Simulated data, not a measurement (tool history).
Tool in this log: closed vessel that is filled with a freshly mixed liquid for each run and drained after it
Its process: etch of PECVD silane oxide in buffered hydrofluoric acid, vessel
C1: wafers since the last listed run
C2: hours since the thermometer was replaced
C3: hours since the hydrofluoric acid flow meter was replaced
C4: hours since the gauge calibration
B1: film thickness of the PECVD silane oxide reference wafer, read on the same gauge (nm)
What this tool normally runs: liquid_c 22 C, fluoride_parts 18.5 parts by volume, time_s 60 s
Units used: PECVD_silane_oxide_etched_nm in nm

run 1 hour=0 | liquid_c=22 fluoride_parts=18.5 time_s=60 | C1=0 C2=1431.6 C3=1390.8 C4=391.8 | B1=90 | PECVD_silane_oxide_etched_nm=103.78
run 2 hour=17.2 | liquid_c=22 fluoride_parts=18.5 time_s=60 | C1=1213 C2=1448.8 C3=1408 C4=409 | B1=90 | PECVD_silane_oxide_etched_nm=102.49
run 3 hour=35.6 | liquid_c=22 fluoride_parts=18.5 time_s=60 | C1=1298 C2=1467.2 C3=1426.4 C4=427.4 | B1=90.02 | PECVD_silane_oxide_etched_nm=103.67
run 4 hour=63.8 | liquid_c=22 fluoride_parts=18.5 time_s=60 | C1=1989 C2=1495.4 C3=1454.6 C4=455.6 | B1=90.01 | PECVD_silane_oxide_etched_nm=103.33
run 5 hour=99.2 | liquid_c=22 fluoride_parts=18.5 time_s=60 | C1=2497 C2=1530.8 C3=1490 C4=491 | B1=90 | PECVD_silane_oxide_etched_nm=103.15
run 6 hour=129.2 | liquid_c=22 fluoride_parts=18.5 time_s=45 | C1=2116 C2=1560.8 C3=1520 C4=521 | B1=89.98 | PECVD_silane_oxide_etched_nm=78.18
run 7 hour=159.1 | liquid_c=22 fluoride_parts=18.5 time_s=80 | C1=2109 C2=1590.7 C3=1549.9 C4=550.9 | B1=90.02 | PECVD_silane_oxide_etched_nm=137.81
run 8 hour=185.4 | liquid_c=22 fluoride_parts=18.5 time_s=60 | C1=1855 C2=1617 C3=1576.2 C4=577.2 | B1=89.98 | PECVD_silane_oxide_etched_nm=103.58
run 9 hour=217.1 | liquid_c=22 fluoride_parts=18.5 time_s=60 | C1=2236 C2=1648.7 C3=1607.9 C4=608.9 | B1=90.02 | PECVD_silane_oxide_etched_nm=104.55
run 10 hour=245.9 | liquid_c=22 fluoride_parts=18.5 time_s=60 | C1=2032 C2=1677.5 C3=1636.7 C4=637.7 | B1=89.99 | PECVD_silane_oxide_etched_nm=104.68
-- hour=271.9 gauge calibrated
run 11 hour=279.7 | liquid_c=22 fluoride_parts=14.5 time_s=60 | C1=2384 C2=1711.3 C3=1670.5 C4=7.8 | B1=90 | PECVD_silane_oxide_etched_nm=132.84
run 12 hour=315.7 | liquid_c=20.5 fluoride_parts=18.5 time_s=60 | C1=2540 C2=1747.3 C3=1706.5 C4=43.8 | B1=90 | PECVD_silane_oxide_etched_nm=96.37
run 13 hour=328.8 | liquid_c=20.5 fluoride_parts=18.5 time_s=60 | C1=924 C2=1760.4 C3=1719.6 C4=56.9 | B1=90 | PECVD_silane_oxide_etched_nm=95.68
run 14 hour=346.2 | liquid_c=22 fluoride_parts=18.5 time_s=60 | C1=1227 C2=1777.8 C3=1737 C4=74.3 | B1=89.99 | PECVD_silane_oxide_etched_nm=105.25
run 15 hour=370.9 | liquid_c=22 fluoride_parts=18.5 time_s=60 | C1=1742 C2=1802.5 C3=1761.7 C4=99 | B1=90.01 | PECVD_silane_oxide_etched_nm=104.69
run 16 hour=394.8 | liquid_c=22 fluoride_parts=18.5 time_s=60 | C1=1686 C2=1826.4 C3=1785.6 C4=122.9 | B1=90.02 | PECVD_silane_oxide_etched_nm=105.16
run 17 hour=424 | liquid_c=17.5 fluoride_parts=18.5 time_s=60 | C1=2060 C2=1855.6 C3=1814.8 C4=152.1 | B1=90.01 | PECVD_silane_oxide_etched_nm=82.01
run 18 hour=439.6 | liquid_c=22 fluoride_parts=16 time_s=60 | C1=1100 C2=1871.2 C3=1830.4 C4=167.7 | B1=89.99 | PECVD_silane_oxide_etched_nm=122.16
run 19 hour=464.7 | liquid_c=22 fluoride_parts=11.5 time_s=90 | C1=1771 C2=1896.3 C3=1855.5 C4=192.8 | B1=89.99 | PECVD_silane_oxide_etched_nm=249.17
run 20 hour=483 | liquid_c=23.5 fluoride_parts=18.5 time_s=60 | C1=1291 C2=1914.6 C3=1873.8 C4=211.1 | B1=89.99 | PECVD_silane_oxide_etched_nm=114.65
run 21 hour=512 | liquid_c=25.5 fluoride_parts=18.5 time_s=60 | C1=2046 C2=1943.6 C3=1902.8 C4=240.1 | B1=90.03 | PECVD_silane_oxide_etched_nm=127.54
-- hour=515.1 thermometer replaced
run 22 hour=526.7 | liquid_c=22 fluoride_parts=24 time_s=95 | C1=966 C2=11.6 C3=1917.5 C4=254.8 | B1=89.98 | PECVD_silane_oxide_etched_nm=132.97
-- hour=530.9 hydrofluoric acid flow meter replaced
run 23 hour=556 | liquid_c=24 fluoride_parts=25 time_s=30 | C1=1996 C2=40.9 C3=25.1 C4=284.1 | B1=90.02 | PECVD_silane_oxide_etched_nm=42.22
run 24 hour=591.6 | liquid_c=20.5 fluoride_parts=14.5 time_s=45 | C1=2511 C2=76.5 C3=60.7 C4=319.7 | B1=90.02 | PECVD_silane_oxide_etched_nm=82.84
run 25 hour=615.3 | liquid_c=23.5 fluoride_parts=25 time_s=85 | C1=1672 C2=100.2 C3=84.4 C4=343.4 | B1=90 | PECVD_silane_oxide_etched_nm=116.18
run 26 hour=647.7 | liquid_c=22 fluoride_parts=18.5 time_s=60 | C1=2286 C2=132.6 C3=116.8 C4=375.8 | B1=90.01 | PECVD_silane_oxide_etched_nm=95.36
run 27 hour=664.4 | liquid_c=19 fluoride_parts=14 time_s=60 | C1=1178 C2=149.3 C3=133.5 C4=392.5 | B1=89.99 | PECVD_silane_oxide_etched_nm=107.49
run 28 hour=699.8 | liquid_c=22 fluoride_parts=23.5 time_s=30 | C1=2497 C2=184.7 C3=168.9 C4=427.9 | B1=90 | PECVD_silane_oxide_etched_nm=39.77
run 29 hour=719.8 | liquid_c=22 fluoride_parts=18.5 time_s=60 | C1=1411 C2=204.7 C3=188.9 C4=447.9 | B1=90 | PECVD_silane_oxide_etched_nm=95.94
run 30 hour=745.5 | liquid_c=20 fluoride_parts=23.5 time_s=50 | C1=1813 C2=230.4 C3=214.6 C4=473.6 | B1=90 | PECVD_silane_oxide_etched_nm=58.59

Pick out some run-to-run changes in PECVD_silane_oxide_etched_nm. Of each, how much would a tool without hidden state show as well, from the settings, what came in and chance, and how much is left for the hidden state and any gauge scatter not in both results compared?
The hidden state here: liquid colder than its thermometer reads (K); hydrofluoric acid flow above the setpoint (%); gauge reads high (%).
Run 18 -> 19: fluoride_parts 16 -> 11.5, time_s 60 -> 90. PECVD_silane_oxide_etched_nm +127.01 nm: hidden state +13.24, all else +113.77.
Run 19 -> 20: liquid_c 22 -> 23.5, fluoride_parts 11.5 -> 18.5, time_s 90 -> 60. PECVD_silane_oxide_etched_nm -134.52 nm: hidden state -13.76, all else -120.76.
Run 22 -> 23: liquid_c 22 -> 24, fluoride_parts 24 -> 25, time_s 95 -> 30, hydrofluoric acid flow meter replaced. PECVD_silane_oxide_etched_nm -90.75 nm: hidden state -10.07, all else -80.68.
